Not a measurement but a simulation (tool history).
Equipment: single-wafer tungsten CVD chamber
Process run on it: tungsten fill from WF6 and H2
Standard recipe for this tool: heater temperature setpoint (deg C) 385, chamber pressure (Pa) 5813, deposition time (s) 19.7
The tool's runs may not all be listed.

run    hour  heater temperature setpoint (deg C)  chamber pressure (Pa)  deposition time (s)  read-back reference wafer on the same gauge, thickness_nm  mean film thickness on the monitor wafer (nm)
  1       0                                  385                   5813                 22.7                                                     43.803                                         58.657
  2    50.2                                  385                   5813                 22.7                                                     43.837                                         58.781
  3   263.2                                  385                   5813                 22.7                                                     43.717                                         58.815
  4   360.5                                  374                   5813                 19.7                                                     43.663                                         41.734
  5     444                                  374                   5813                 19.7                                                      43.61                                         41.748
  6   485.8                                  385                   5813                 19.7                                                     43.542                                         50.745
  7   590.9                                  385                   5813                 19.7                                                     43.558                                         50.687
  8   648.6                                  385                   5813                 19.7                                                     43.459                                         50.839
  9   696.2                                  385                   5813                 17.6                                                     43.436                                         44.967
        713  -- showerhead replaced
 10   734.8                                  385                   5813                 17.6                                                     43.399                                         45.292
      852.3  -- gauge calibrated
 11   926.7                                  390                   5813                 19.7                                                     44.122                                         55.962
 12   999.3                                  385                   4800                 19.7                                                     44.162                                         49.406
 13  1049.4                                  385                   5813                 21.3                                                     44.113                                         55.566

Run 14, settings as shown, results not yet in. Your forecast:
 14  1134.7                                  393                   5400                 17.6                                                          ?                                              ?

read-back reference wafer on the same gauge, thickness_nm: 44.103
mean film thickness on the monitor wafer (nm): 52.004
Minus the tool's unlogged condition, the same run would have read mean film thickness on the monitor wafer (nm) 51.999.
